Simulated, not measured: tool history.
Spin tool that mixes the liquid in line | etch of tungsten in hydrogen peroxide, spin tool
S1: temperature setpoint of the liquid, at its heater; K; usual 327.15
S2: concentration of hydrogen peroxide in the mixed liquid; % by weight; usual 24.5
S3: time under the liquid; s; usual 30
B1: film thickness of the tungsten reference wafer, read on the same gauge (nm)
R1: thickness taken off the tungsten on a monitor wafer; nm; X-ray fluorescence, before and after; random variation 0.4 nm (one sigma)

{"run": 1, "hour": 0.0, "S1": 327.15, "S2": 24.5, "S3": 30, "B1": 130.0, "R1": 53.16}
{"run": 2, "hour": 52.5, "S1": 327.15, "S2": 24.5, "S3": 30, "B1": 129.98, "R1": 52.81}
{"run": 3, "hour": 97.5, "S1": 327.15, "S2": 24.5, "S3": 30, "B1": 129.99, "R1": 52.19}
{"run": 4, "hour": 155.3, "S1": 327.15, "S2": 24.5, "S3": 30, "B1": 130.0, "R1": 52.59}
{"run": 5, "hour": 197.0, "S1": 327.15, "S2": 24.5, "S3": 30, "B1": 129.97, "R1": 52.71}
{"run": 6, "hour": 244.4, "S1": 327.15, "S2": 24.5, "S3": 30, "B1": 129.99, "R1": 52.76}
{"run": 7, "hour": 306.5, "S1": 327.15, "S2": 24.5, "S3": 30, "B1": 130.03, "R1": 52.04}
{"hour": 427.1, "done": "heated supply line repaired"}
{"hour": 442.9, "done": "new drum of peroxide connected"}
{"run": 8, "hour": 480.9, "S1": 327.15, "S2": 24.5, "S3": 30, "B1": 129.99, "R1": 58.41}
{"hour": 483.6, "done": "peroxide flow meter replaced"}
{"run": 9, "hour": 534.5, "S1": 327.15, "S2": 24.5, "S3": 30, "B1": 130.0, "R1": 59.24}
{"run": 10, "hour": 590.7, "S1": 320.65, "S2": 30.0, "S3": 30, "B1": 130.02, "R1": 43.03}
{"run": 11, "hour": 621.6, "S1": 327.15, "S2": 24.5, "S3": 30, "B1": 129.99, "R1": 58.25}
{"hour": 624.7, "done": "thermometer replaced"}
{"hour": 626.5, "done": "gauge calibrated"}
{"run": 12, "hour": 658.1, "S1": 320.65, "S2": 30.0, "S3": 30, "B1": 130.0, "R1": 42.86}
{"run": 13, "hour": 685.9, "S1": 327.15, "S2": 24.5, "S3": 30, "B1": 130.0, "R1": 58.31}
{"run": 14, "hour": 722.7, "S1": 327.15, "S2": 24.5, "S3": 30, "B1": 129.96, "R1": 57.51}
{"run": 15, "hour": 751.2, "S1": 327.15, "S2": 24.5, "S3": 20, "B1": 130.02, "R1": 38.87}
{"run": 16, "hour": 821.6, "S1": 327.15, "S2": 27.5, "S3": 30, "B1": 130.0, "R1": 60.39}
{"run": 17, "hour": 849.8, "S1": 327.15, "S2": 24.5, "S3": 15, "B1": 130.01, "R1": 28.61}
{"run": 18, "hour": 893.8, "S1": 319.15, "S2": 17.0, "S3": 30, "B1": 130.02, "R1": 29.2}
{"run": 19, "hour": 919.7, "S1": 317.65, "S2": 27.0, "S3": 15, "B1": 130.02, "R1": 16.48}
{"run": 20, "hour": 976.7, "S1": 334.65, "S2": 28.0, "S3": 30, "B1": 130.02, "R1": 94.68}

5 ways to go on from here, each from the tool as it stands after run 20. What would each give?
{"run": "A", "hour": 977.1, "S1": 324.65, "S2": 24.5, "S3": 30, "B1": "?", "R1": "?"}
{"run": "B", "hour": 977.1, "S1": 332.15, "S2": 24.5, "S3": 25, "B1": "?", "R1": "?"}
{"run": "C", "hour": 977.1, "S1": 334.65, "S2": 24.5, "S3": 20, "B1": "?", "R1": "?"}
{"run": "D", "hour": 977.1, "S1": 327.15, "S2": 24.5, "S3": 40, "B1": "?", "R1": "?"}
{"run": "E", "hour": 977.1, "S1": 327.15, "S2": 24.5, "S3": 25, "B1": "?", "R1": "?"}

run=A B1=129.97 R1=49.43
run=B B1=129.97 R1=64.36
run=C B1=129.97 R1=59.48
run=D B1=129.97 R1=76.65
run=E B1=129.97 R1=47.90
Without the tool's hidden state the same runs would have given:
run=A R1=52.11
run=B R1=67.69
run=C R1=62.51
run=D R1=80.74
run=E R1=50.46

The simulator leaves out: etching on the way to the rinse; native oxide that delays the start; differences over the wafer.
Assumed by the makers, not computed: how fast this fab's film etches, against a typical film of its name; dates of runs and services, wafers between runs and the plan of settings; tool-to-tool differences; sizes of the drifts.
